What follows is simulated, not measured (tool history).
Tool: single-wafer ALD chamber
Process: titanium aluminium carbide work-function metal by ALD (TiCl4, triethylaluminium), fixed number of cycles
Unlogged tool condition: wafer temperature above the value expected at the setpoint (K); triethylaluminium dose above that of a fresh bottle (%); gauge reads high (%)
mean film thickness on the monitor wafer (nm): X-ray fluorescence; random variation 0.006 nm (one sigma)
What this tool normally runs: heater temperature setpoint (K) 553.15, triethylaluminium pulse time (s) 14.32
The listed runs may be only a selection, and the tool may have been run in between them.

| run | hour | heater temperature setpoint (K) | triethylaluminium pulse time (s) | wafers since the last listed run | hours since the last thermocouple change | hours since the last triethylaluminium bottle change | hours since the showerhead was replaced | hours since the gauge calibration | read-back reference wafer on the same gauge, thickness_nm | mean film thickness on the monitor wafer (nm) |
|---|---|---|---|---|---|---|---|---|---|---|
| 1 | 0.0 | 553.15 | 10.43 | 0 | 1352.1 | 167.5 | 3866.0 | 862.9 | 1.987 | 1.990 |
| 2 | 68.4 | 547.15 | 14.32 | 523 | 1420.5 | 235.9 | 3934.4 | 931.3 | 1.992 | 1.938 |
|  | 96.4 | thermocouple changed; heater temperature recalibrated |
| 3 | 116.7 | 553.15 | 14.32 | 308 | 20.3 | 284.2 | 3982.7 | 979.6 | 1.991 | 2.045 |
| 4 | 141.8 | 553.15 | 14.32 | 192 | 45.4 | 309.3 | 4007.8 | 1004.7 | 1.991 | 2.041 |
| 5 | 179.2 | 553.15 | 14.32 | 286 | 82.8 | 346.7 | 4045.2 | 1042.1 | 1.988 | 2.046 |
| 6 | 352.8 | 553.15 | 14.32 | 1328 | 256.4 | 520.3 | 4218.8 | 1215.7 | 1.992 | 2.028 |
| 7 | 416.1 | 553.15 | 14.32 | 484 | 319.7 | 583.6 | 4282.1 | 1279.0 | 1.992 | 2.048 |
| 8 | 441.6 | 553.15 | 14.32 | 195 | 345.2 | 609.1 | 4307.6 | 1304.5 | 1.992 | 2.034 |
| 9 | 490.7 | 543.15 | 13.12 | 375 | 394.3 | 658.2 | 4356.7 | 1353.6 | 1.990 | 1.942 |
| 10 | 533.4 | 543.15 | 13.12 | 326 | 437.0 | 700.9 | 4399.4 | 1396.3 | 1.988 | 1.951 |
|  | 542.7 | triethylaluminium bottle replaced |
| 11 | 562.6 | 553.15 | 14.32 | 162 | 466.2 | 19.9 | 4428.6 | 1425.5 | 1.991 | 2.034 |
| 12 | 622.7 | 553.15 | 14.32 | 459 | 526.3 | 80.0 | 4488.7 | 1485.6 | 1.993 | 2.035 |
| 13 | 687.0 | 553.15 | 14.32 | 492 | 590.6 | 144.3 | 4553.0 | 1549.9 | 1.991 | 2.034 |
|  | 726.2 | showerhead replaced |
| 14 | 751.4 | 553.15 | 18.09 | 431 | 655.0 | 208.7 | 25.2 | 1614.3 | 1.992 | 2.026 |
| 15 | 796.2 | 544.15 | 14.32 | 342 | 699.8 | 253.5 | 70.0 | 1659.1 | 1.988 | 1.953 |
| 16 | 836.7 | 564.15 | 15.82 | 309 | 740.3 | 294.0 | 110.5 | 1699.6 | 1.989 | 2.118 |
| 17 | 862.6 | 541.15 | 16.87 | 198 | 766.2 | 319.9 | 136.4 | 1725.5 | 1.990 | 1.918 |
| 18 | 907.0 | 553.15 | 14.32 | 339 | 810.6 | 364.3 | 180.8 | 1769.9 | 1.992 | 2.034 |
| 19 | 968.9 | 545.15 | 20.01 | 473 | 872.5 | 426.2 | 242.7 | 1831.8 | 1.990 | 1.962 |
| 20 | 1015.4 | 559.15 | 15.87 | 355 | 919.0 | 472.7 | 289.2 | 1878.3 | 1.991 | 2.072 |
|  | 1040.3 | gauge calibrated |
| 21 | 1085.5 | 553.15 | 19.35 | 536 | 989.1 | 542.8 | 359.3 | 45.2 | 1.989 | 2.022 |
| 22 | 1136.3 | 553.15 | 14.32 | 388 | 1039.9 | 593.6 | 410.1 | 96.0 | 1.992 | 2.015 |
| 23 | 1206.0 | 558.15 | 8.91 | 533 | 1109.6 | 663.3 | 479.8 | 165.7 | 1.988 | 2.025 |
| 24 | 1265.5 | 553.15 | 15.96 | 455 | 1169.1 | 722.8 | 539.3 | 225.2 | 1.990 | 2.015 |
|  | 1293.1 | triethylaluminium bottle replaced |
|  | 1395.0 | thermocouple changed; heater temperature recalibrated |
| 25 | 1447.6 | 558.15 | 10.07 | 1271 | 52.6 | 154.5 | 721.4 | 407.3 | 1.990 | 2.070 |
| 26 | 1491.0 | 545.15 | 20.01 | 332 | 96.0 | 197.9 | 764.8 | 450.7 | 1.991 | 1.986 |
| 27 | 1520.9 | 543.15 | 18.26 | 228 | 125.9 | 227.8 | 794.7 | 480.6 | 1.990 | 1.965 |
| 28 | 1575.2 | 558.15 | 10.07 | 415 | 180.2 | 282.1 | 849.0 | 534.9 | 1.989 | 2.058 |
| 29 | 1636.9 | 553.15 | 14.32 | 472 | 241.9 | 343.8 | 910.7 | 596.6 | 1.988 | 2.032 |
| 30 | 1825.4 | 557.15 | 18.38 | 1442 | 430.4 | 532.3 | 1099.2 | 785.1 | 1.989 | 2.068 |
| 31 | 1879.3 | 538.15 | 16.89 | 412 | 484.3 | 586.2 | 1153.1 | 839.0 | 1.990 | 1.906 |
| 32 | 1929.6 | 553.15 | 14.32 | 384 | 534.6 | 636.5 | 1203.4 | 889.3 | 1.988 | 2.029 |
| 33 | 1958.1 | 544.15 | 18.85 | 218 | 563.1 | 665.0 | 1231.9 | 917.8 | 1.992 | 1.960 |

Entry by entry between the runs, the difference in hidden state between the last listed run before and the first listed run after:
Between runs 2 and 3: thermocouple changed; heater temperature recalibrated (hour 96.4)
  wafer temperature above the value expected at the setpoint (K): -5.92 -> 0.811
  difference, measured minus the result without the unlogged condition, mean film thickness on the monitor wafer (nm): -0.049 -> +0.006
Between runs 10 and 11: triethylaluminium bottle replaced (hour 542.7)
  wafer temperature above the value expected at the setpoint (K): -0.979 -> -1.1
  difference, measured minus the result without the unlogged condition, mean film thickness on the monitor wafer (nm): -0.008 -> -0.009
Between runs 13 and 14: showerhead replaced (hour 726.2)
  wafer temperature above the value expected at the setpoint (K): -1.64 -> -1.92
  difference, measured minus the result without the unlogged condition, mean film thickness on the monitor wafer (nm): -0.014 -> -0.016
Between runs 20 and 21: gauge calibrated (hour 1040.3)
  wafer temperature above the value expected at the setpoint (K): -3.05 -> -3.35
  difference, measured minus the result without the unlogged condition, mean film thickness on the monitor wafer (nm): -0.026 -> -0.028
Between runs 24 and 25: triethylaluminium bottle replaced (hour 1293.1); thermocouple changed; heater temperature recalibrated (hour 1395.0)
  wafer temperature above the value expected at the setpoint (K): -4.12 -> -0.0364
  difference, measured minus the result without the unlogged condition, mean film thickness on the monitor wafer (nm): -0.035 -> -0.001
